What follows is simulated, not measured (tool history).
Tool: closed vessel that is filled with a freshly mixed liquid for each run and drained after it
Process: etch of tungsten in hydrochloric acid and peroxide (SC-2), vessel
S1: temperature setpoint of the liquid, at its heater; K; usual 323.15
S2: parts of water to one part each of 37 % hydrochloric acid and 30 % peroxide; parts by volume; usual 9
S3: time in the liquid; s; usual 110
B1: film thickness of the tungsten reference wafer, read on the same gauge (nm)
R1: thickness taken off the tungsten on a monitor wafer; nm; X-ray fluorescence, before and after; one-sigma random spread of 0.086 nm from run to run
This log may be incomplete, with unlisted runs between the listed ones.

run 1 hour=0 | S1=323.15 S2=9 S3=110 | B1=80.01 | R1=15.79
run 2 hour=29.2 | S1=323.15 S2=9 S3=110 | B1=80.01 | R1=15.7
run 3 hour=99.2 | S1=323.15 S2=9 S3=110 | B1=79.99 | R1=15.73
run 4 hour=126.8 | S1=323.15 S2=9 S3=110 | B1=80.02 | R1=15.71
run 5 hour=181.1 | S1=323.15 S2=9 S3=110 | B1=79.99 | R1=15.85
run 6 hour=220.5 | S1=323.15 S2=7 S3=85 | B1=79.98 | R1=14.72
run 7 hour=254.4 | S1=323.15 S2=7 S3=85 | B1=79.99 | R1=14.99
run 8 hour=299.5 | S1=323.15 S2=7 S3=85 | B1=80.04 | R1=14.81
-- hour=324.7 chemicals flow meter replaced
run 9 hour=349.8 | S1=323.15 S2=9 S3=110 | B1=79.94 | R1=14.57
-- hour=405.2 new drum of peroxide connected
run 10 hour=408.2 | S1=323.15 S2=9 S3=110 | B1=79.99 | R1=15.43
-- hour=412.3 thermometer replaced
run 11 hour=444.9 | S1=323.15 S2=6.5 S3=65 | B1=80.03 | R1=11.67
run 12 hour=474.6 | S1=323.15 S2=5.5 S3=60 | B1=79.97 | R1=12.31
run 13 hour=525.9 | S1=323.15 S2=9 S3=130 | B1=79.93 | R1=18.23
-- hour=530.5 gauge calibrated
run 14 hour=578.6 | S1=314.65 S2=5 S3=110 | B1=79.98 | R1=13.5
run 15 hour=620.8 | S1=323.15 S2=9 S3=110 | B1=79.99 | R1=15.43
run 16 hour=661.7 | S1=323.15 S2=11 S3=130 | B1=79.99 | R1=15.48
run 17 hour=733.2 | S1=314.15 S2=10.5 S3=170 | B1=79.93 | R1=11.21
run 18 hour=772.7 | S1=323.15 S2=9 S3=110 | B1=80 | R1=15.25
run 19 hour=804.2 | S1=323.15 S2=9 S3=125 | B1=80.01 | R1=17.41

What was the tool's hidden state at every run in the log?
liquid hotter than its thermometer reads (K): 0 in every run
gauge reads high (%): 0 in every run
H1: chemicals flow above the setpoint (%)
H2: peroxide weaker than its label (%)
run=1 H1=10.3 H2=3.08
run=2 H1=10.5 H2=3.22
run=3 H1=10.9 H2=3.54
run=4 H1=11.1 H2=3.66
run=5 H1=11.5 H2=3.91
run=6 H1=11.8 H2=4.09
run=7 H1=12 H2=4.25
run=8 H1=12.3 H2=4.45
run=9 H1=3.27 H2=4.68
run=10 H1=3.68 H2=0.135
run=11 H1=3.93 H2=0.303
run=12 H1=4.14 H2=0.438
run=13 H1=4.5 H2=0.673
run=14 H1=4.87 H2=0.914
run=15 H1=5.16 H2=1.11
run=16 H1=5.45 H2=1.29
run=17 H1=5.94 H2=1.62
run=18 H1=6.22 H2=1.8
run=19 H1=6.44 H2=1.95
